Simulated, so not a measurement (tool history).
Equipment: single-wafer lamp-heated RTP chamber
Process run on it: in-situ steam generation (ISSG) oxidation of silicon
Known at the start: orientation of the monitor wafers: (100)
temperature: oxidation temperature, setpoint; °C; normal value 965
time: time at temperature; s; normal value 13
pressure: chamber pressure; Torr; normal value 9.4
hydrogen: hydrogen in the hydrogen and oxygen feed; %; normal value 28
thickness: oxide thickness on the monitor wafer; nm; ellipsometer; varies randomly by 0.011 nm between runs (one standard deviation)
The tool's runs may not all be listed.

| run | hour | temperature | time | pressure | hydrogen | wafers since the last listed run | wafers since the last pyrometer calibration | hours since the pressure gauge was zeroed | hours since the hydrogen flow controller was replaced | hours since the gauge calibration | read-back reference wafer on the same gauge, thickness | thickness |
|---|---|---|---|---|---|---|---|---|---|---|---|---|
| 1 | 0.0 | 965 | 13 | 8.5 | 25 | 0 | 312 | 3987.8 | 5518.5 | 117.1 | 4.748 | 4.112 |
| 2 | 19.0 | 965 | 13 | 9.4 | 28 | 257 | 570 | 4006.8 | 5537.5 | 136.1 | 4.749 | 4.149 |
| 3 | 31.1 | 965 | 13 | 9.4 | 28 | 163 | 734 | 4018.9 | 5549.6 | 148.2 | 4.749 | 4.153 |
| 4 | 46.7 | 965 | 13 | 9.4 | 28 | 211 | 945 | 4034.5 | 5565.2 | 163.8 | 4.750 | 4.185 |
| 5 | 72.6 | 965 | 13 | 9.4 | 28 | 350 | 1296 | 4060.4 | 5591.1 | 189.7 | 4.747 | 4.172 |
| 6 | 86.6 | 965 | 13 | 9.4 | 28 | 189 | 1486 | 4074.4 | 5605.1 | 203.7 | 4.748 | 4.193 |
| 7 | 93.2 | 965 | 13 | 9.4 | 28 | 89 | 1575 | 4081.0 | 5611.7 | 210.3 | 4.749 | 4.189 |
| 8 | 101.4 | 965 | 13 | 9.4 | 28 | 111 | 1686 | 4089.2 | 5619.9 | 218.5 | 4.749 | 4.172 |
| 9 | 113.7 | 965 | 13 | 9.4 | 28 | 166 | 1853 | 4101.5 | 5632.2 | 230.8 | 4.749 | 4.198 |
|  | 127.7 | hydrogen flow controller replaced |
| 10 | 130.0 | 965 | 13 | 9.4 | 28 | 112 | 1966 | 4117.8 | 2.3 | 247.1 | 4.753 | 4.190 |
| 11 | 147.2 | 965 | 13 | 8.5 | 28 | 233 | 2199 | 4135.0 | 19.5 | 264.3 | 4.752 | 4.255 |
| 12 | 154.0 | 965 | 13 | 9.4 | 28 | 92 | 2291 | 4141.8 | 26.3 | 271.1 | 4.746 | 4.194 |
| 13 | 163.4 | 965 | 13 | 8.9 | 28 | 127 | 2418 | 4151.2 | 35.7 | 280.5 | 4.750 | 4.250 |
| 14 | 171.3 | 976 | 17 | 10.2 | 22 | 107 | 2525 | 4159.1 | 43.6 | 288.4 | 4.749 | 4.515 |
| 15 | 215.5 | 965 | 13 | 9.4 | 28 | 598 | 3124 | 4203.3 | 87.8 | 332.6 | 4.752 | 4.197 |
|  | 229.1 | pressure gauge zeroed |
| 16 | 229.6 | 947 | 9 | 10.0 | 28 | 82 | 3207 | 0.5 | 101.9 | 346.7 | 4.750 | 3.469 |
| 17 | 243.4 | 965 | 13 | 9.4 | 28 | 186 | 3394 | 14.3 | 115.7 | 360.5 | 4.751 | 4.225 |
| 18 | 253.0 | 965 | 13 | 9.4 | 28 | 130 | 3524 | 23.9 | 125.3 | 370.1 | 4.749 | 4.204 |
| 19 | 265.6 | 965 | 13 | 9.4 | 28 | 170 | 3695 | 36.5 | 137.9 | 382.7 | 4.750 | 4.234 |
| 20 | 273.3 | 965 | 13 | 8.5 | 32 | 104 | 3799 | 44.2 | 145.6 | 390.4 | 4.748 | 4.450 |
|  | 280.9 | gauge calibrated |
| 21 | 288.2 | 957 | 17 | 9.4 | 28 | 201 | 4001 | 59.1 | 160.5 | 7.3 | 4.750 | 4.610 |
| 22 | 295.1 | 965 | 13 | 9.4 | 22 | 93 | 4094 | 66.0 | 167.4 | 14.2 | 4.752 | 3.998 |
|  | 310.4 | pyrometer window cleaned and pyrometer calibrated |
| 23 | 310.9 | 965 | 9 | 9.4 | 19 | 105 | 6 | 81.8 | 183.2 | 30.0 | 4.750 | 3.284 |
| 24 | 345.8 | 965 | 15 | 8.3 | 28 | 472 | 479 | 116.7 | 218.1 | 64.9 | 4.749 | 4.472 |
| 25 | 365.3 | 965 | 13 | 9.4 | 28 | 264 | 743 | 136.2 | 237.6 | 84.4 | 4.748 | 4.146 |

Predict the results of run 26:
| 26 | 381.2 | 965 | 9 | 9.4 | 28 | 215 | 959 | 152.1 | 253.5 | 100.3 | ? | ? |

Run 26 produced read-back reference wafer on the same gauge, thickness 4.752, thickness 3.613 nm.
Minus the tool's unlogged condition, the same run would have read thickness 3.601 nm.
